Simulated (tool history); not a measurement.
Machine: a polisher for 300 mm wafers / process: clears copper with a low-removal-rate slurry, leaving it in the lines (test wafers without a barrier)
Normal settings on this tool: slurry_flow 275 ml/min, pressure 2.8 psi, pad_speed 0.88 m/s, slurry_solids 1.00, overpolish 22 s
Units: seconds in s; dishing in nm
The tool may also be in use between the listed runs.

| run | hour | slurry_flow | pressure | pad_speed | slurry_solids | overpolish | incoming thickness of the incoming film, nm | seconds | dishing |
|---|---|---|---|---|---|---|---|---|---|
| 1 | 0.0 | 275 | 2.8 | 0.88 | 1.00 | 22 | 401.6 | 139.2 | 26.5 |
| 2 | 22.5 | 275 | 2.8 | 0.88 | 1.00 | 22 | 395.6 | 139.5 | 25.7 |
| 3 | 41.5 | 275 | 2.4 | 0.88 | 0.80 | 22 | 405.3 | 178.1 | 22.7 |
|  | 54.4 | worn pad replaced by a new one |
| 4 | 60.4 | 275 | 2.4 | 0.88 | 0.80 | 22 | 398.0 | 160.5 | 23.9 |
| 5 | 87.8 | 275 | 2.8 | 0.88 | 1.00 | 22 | 403.7 | 131.9 | 27.0 |
| 6 | 106.3 | 275 | 2.8 | 0.88 | 1.00 | 22 | 394.9 | 128.0 | 27.2 |
|  | 139.7 | slurry blender recalibrated |
| 7 | 165.1 | 275 | 2.8 | 0.88 | 1.00 | 22 | 400.3 | 136.2 | 26.7 |
| 8 | 182.4 | 275 | 2.8 | 0.88 | 1.00 | 22 | 395.5 | 136.3 | 26.7 |
| 9 | 217.2 | 275 | 2.8 | 0.88 | 1.00 | 22 | 398.1 | 142.8 | 25.9 |
| 10 | 239.9 | 275 | 2.8 | 0.88 | 1.00 | 22 | 399.9 | 144.2 | 26.1 |
|  | 251.8 | worn pad replaced by a new one |
|  | 253.6 | head pressure recalibrated |
| 11 | 275.7 | 275 | 2.8 | 0.88 | 1.00 | 22 | 401.2 | 132.3 | 26.5 |
|  | 289.0 | slurry blender recalibrated |
| 12 | 311.0 | 275 | 3.1 | 0.88 | 1.00 | 22 | 404.5 | 120.4 | 29.2 |
| 13 | 330.5 | 340 | 2.4 | 0.88 | 1.00 | 22 | 398.7 | 154.4 | 24.9 |
| 14 | 347.4 | 310 | 2.3 | 0.88 | 1.30 | 16 | 399.7 | 149.7 | 20.6 |
| 15 | 364.4 | 220 | 2.8 | 1.10 | 0.80 | 22 | 396.9 | 122.1 | 27.9 |
| 16 | 383.8 | 275 | 2.8 | 1.08 | 0.75 | 22 | 400.8 | 128.1 | 27.7 |
|  | 395.7 | slurry nozzle cleaned |
| 17 | 407.5 | 275 | 2.8 | 0.88 | 1.00 | 22 | 402.3 | 141.7 | 26.2 |
|  | 436.0 | worn pad replaced by a new one |
| 18 | 440.8 | 275 | 2.8 | 0.88 | 0.90 | 32 | 396.0 | 131.5 | 32.3 |
|  | 460.6 | slurry blender recalibrated |
| 19 | 461.3 | 335 | 2.8 | 0.88 | 1.00 | 22 | 401.9 | 131.3 | 27.7 |
| 20 | 491.6 | 275 | 2.8 | 1.02 | 1.00 | 10 | 405.6 | 119.0 | 17.8 |
| 21 | 515.5 | 275 | 2.8 | 1.14 | 1.25 | 22 | 393.8 | 99.8 | 30.6 |
| 22 | 551.3 | 215 | 2.4 | 1.08 | 1.00 | 10 | 399.4 | 138.9 | 15.8 |
| 23 | 563.6 | 240 | 2.8 | 1.08 | 1.00 | 22 | 401.4 | 120.7 | 28.3 |
| 24 | 597.8 | 275 | 2.8 | 0.88 | 1.00 | 22 | 404.6 | 141.5 | 26.4 |
| 25 | 620.2 | 275 | 2.8 | 0.88 | 1.00 | 22 | 391.7 | 141.2 | 25.9 |
|  | 640.3 | worn pad replaced by a new one |
| 26 | 640.8 | 275 | 2.8 | 0.88 | 1.00 | 22 | 396.2 | 135.8 | 27.2 |
|  | 653.3 | slurry blender recalibrated |
| 27 | 653.7 | 275 | 2.8 | 0.88 | 1.00 | 22 | 399.4 | 129.5 | 27.3 |

Predict each of these 5 candidate next runs independently; none follows another, all start after run 27:
| A | 654.2 | 275 | 3.3 | 0.88 | 1.00 | 22 | 400.9 | ? | ? |
| B | 654.2 | 275 | 2.8 | 0.88 | 0.75 | 15 | 400.9 | ? | ? |
| C | 654.2 | 365 | 3.1 | 0.88 | 1.00 | 22 | 400.9 | ? | ? |
| D | 654.2 | 325 | 2.8 | 0.88 | 1.00 | 34 | 400.9 | ? | ? |
| E | 654.2 | 275 | 1.9 | 0.66 | 1.00 | 11 | 400.9 | ? | ? |

| run | seconds | dishing |
|---|---|---|
| A | 111.1 | 29.5 |
| B | 140.8 | 20.7 |
| C | 115.0 | 28.9 |
| D | 128.2 | 32.6 |
| E | 237.2 | 10.9 |
Without the tool's hidden state the same runs would have given:
| run | seconds | dishing |
|---|---|---|
| A | 110.6 | 29.6 |
| B | 140.2 | 20.8 |
| C | 114.5 | 29.0 |
| D | 127.6 | 32.6 |
| E | 236.2 | 11.0 |
